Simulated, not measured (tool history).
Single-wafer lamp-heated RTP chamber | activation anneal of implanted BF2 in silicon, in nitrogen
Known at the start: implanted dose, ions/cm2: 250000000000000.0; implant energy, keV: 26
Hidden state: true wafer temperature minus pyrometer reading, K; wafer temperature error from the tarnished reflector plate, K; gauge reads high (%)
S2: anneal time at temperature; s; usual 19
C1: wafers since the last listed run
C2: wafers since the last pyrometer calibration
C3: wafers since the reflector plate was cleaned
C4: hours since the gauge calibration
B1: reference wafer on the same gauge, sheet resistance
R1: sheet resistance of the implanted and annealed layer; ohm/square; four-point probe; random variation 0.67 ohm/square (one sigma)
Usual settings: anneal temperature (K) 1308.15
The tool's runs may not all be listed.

run 1 hour=0.0 | anneal_temperature_(K)=1308.15 S2=15 | C1=0 C2=1483 C3=14604 C4=87.6 | B1=440.88 | R1=450.33
run 2 hour=8.0 | anneal_temperature_(K)=1308.15 S2=15 | C1=57 C2=1541 C3=14662 C4=95.6 | B1=441.20 | R1=451.56
run 3 hour=16.3 | anneal_temperature_(K)=1308.15 S2=19 | C1=60 C2=1601 C3=14722 C4=103.9 | B1=441.19 | R1=449.23
run 4 hour=33.2 | anneal_temperature_(K)=1308.15 S2=19 | C1=122 C2=1723 C3=14844 C4=120.8 | B1=441.69 | R1=450.68
run 5 hour=45.9 | anneal_temperature_(K)=1308.15 S2=19 | C1=91 C2=1815 C3=14936 C4=133.5 | B1=442.40 | R1=450.68
run 6 hour=59.4 | anneal_temperature_(K)=1308.15 S2=19 | C1=97 C2=1913 C3=15034 C4=147.0 | B1=442.60 | R1=451.48
-- hour=65.0 gauge calibrated
run 7 hour=72.9 | anneal_temperature_(K)=1308.15 S2=19 | C1=97 C2=2011 C3=15131 C4=7.9 | B1=439.27 | R1=447.55
run 8 hour=79.1 | anneal_temperature_(K)=1322.15 S2=19 | C1=44 C2=2056 C3=15176 C4=14.1 | B1=439.23 | R1=445.65
run 9 hour=90.5 | anneal_temperature_(K)=1322.15 S2=27 | C1=82 C2=2138 C3=15259 C4=25.5 | B1=439.39 | R1=442.02
run 10 hour=98.8 | anneal_temperature_(K)=1329.15 S2=30 | C1=60 C2=2198 C3=15319 C4=33.8 | B1=439.46 | R1=440.09
run 11 hour=108.7 | anneal_temperature_(K)=1318.15 S2=12 | C1=71 C2=2270 C3=15390 C4=43.7 | B1=439.67 | R1=450.65
run 12 hour=125.6 | anneal_temperature_(K)=1293.15 S2=16 | C1=122 C2=2392 C3=15513 C4=60.6 | B1=439.69 | R1=450.39

The next listed run, before its measurement:
-- hour=136.8 reflector plate cleaned
-- hour=142.1 pyrometer window cleaned and pyrometer calibrated
run 13 hour=142.6 | anneal_temperature_(K)=1295.15 S2=8 | C1=26 C2=3 C3=3 C4=77.6 | B1=? | R1=?

B1: 440.00
R1: 454.87 ohm/square
Without the tool's hidden state the same run would have given R1 454.80 ohm/square.
